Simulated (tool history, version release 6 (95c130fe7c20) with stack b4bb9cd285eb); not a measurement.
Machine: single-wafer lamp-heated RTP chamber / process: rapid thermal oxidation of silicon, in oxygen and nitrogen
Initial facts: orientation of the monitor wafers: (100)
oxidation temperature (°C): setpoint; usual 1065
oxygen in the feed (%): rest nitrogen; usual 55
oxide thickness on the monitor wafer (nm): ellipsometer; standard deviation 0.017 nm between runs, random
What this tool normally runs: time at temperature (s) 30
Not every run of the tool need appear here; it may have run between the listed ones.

run	day	oxidation temperature (°C)	time at temperature (s)	oxygen in the feed (%)	wafers since the last listed run	wafers since the last pyrometer calibration	hours since the oxygen flow controller was replaced	hours since the gauge calibration	read-back reference wafer on the same gauge, thickness	oxide thickness on the monitor wafer (nm)
1	0	1081	33	55	0	6154	1782.1	455.2	6.041	6.384
2	1.508	1065	30	55	389	6543	1818.3	491.4	6.044	5.515
# day 3.175: pyrometer window cleaned and pyrometer calibrated
3	3.196	1065	30	55	349	5	1858.8	531.9	6.037	5.477
4	4.092	1065	27	55	231	236	1880.3	553.4	6.035	5.241
5	5.296	1065	27	55	311	547	1909.2	582.3	6.031	5.234
6	6.675	1065	27	55	356	903	1942.3	615.4	6.038	5.209
7	9.312	1065	30	55	681	1584	2005.6	678.7	6.047	5.451
8	10.383	1065	30	55	276	1861	2031.3	704.4	6.035	5.486
9	11.725	1065	30	55	346	2208	2063.5	736.6	6.042	5.484
# day 11.879: gauge calibrated
# day 12.646: oxygen flow controller replaced
10	13.671	1065	30	55	416	2624	24.6	43	6.048	5.456
11	15.617	1065	30	55	502	3127	71.3	89.7	6.04	5.506
12	17.538	1041	17	33	496	3623	117.4	135.8	6.041	3.225
13	18.55	1065	22	65	261	3884	141.7	160.1	6.044	5.123
14	20.625	1036	30	30	535	4420	191.5	209.9	6.042	3.752
15	22.112	1046	30	55	384	4804	227.2	245.6	6.038	4.854
16	24.821	1089	20	44	699	5504	292.2	310.6	6.037	5.087
17	26.829	1065	26	44	518	6022	340.4	358.8	6.044	4.869
# day 27.838: pyrometer window cleaned and pyrometer calibrated
18	29.762	1077	36	84	671	497	410.8	429.2	6.042	7.368
19	31.025	1065	36	70	326	823	441.1	459.5	6.042	6.407
20	33.571	1065	30	55	657	1480	502.2	520.6	6.038	5.41
21	36.446	1042	30	55	742	2223	571.2	589.6	6.037	4.687

Consider 5 possible next runs. They are alternatives, not a sequence: every one starts from the tool as it was left by run 21. What does each give?
A	36.462	1076	30	55	4	2227	571.6	590	?	?
B	36.462	1093	30	55	4	2227	571.6	590	?	?
C	36.462	1090	30	40	4	2227	571.6	590	?	?
D	36.462	1055	30	55	4	2227	571.6	590	?	?
E	36.462	1065	30	74	4	2227	571.6	590	?	?

run	read-back reference wafer on the same gauge, thickness	oxide thickness on the monitor wafer (nm)
A	6.044	5.86
B	6.044	6.537
C	6.044	5.737
D	6.044	5.105
E	6.044	6.048
The same runs, with their run-to-run variation unchanged, on a tool lacking any hidden condition would have given:
run	oxide thickness on the monitor wafer (nm)
A	5.844
B	6.519
C	5.722
D	5.091
E	6.031

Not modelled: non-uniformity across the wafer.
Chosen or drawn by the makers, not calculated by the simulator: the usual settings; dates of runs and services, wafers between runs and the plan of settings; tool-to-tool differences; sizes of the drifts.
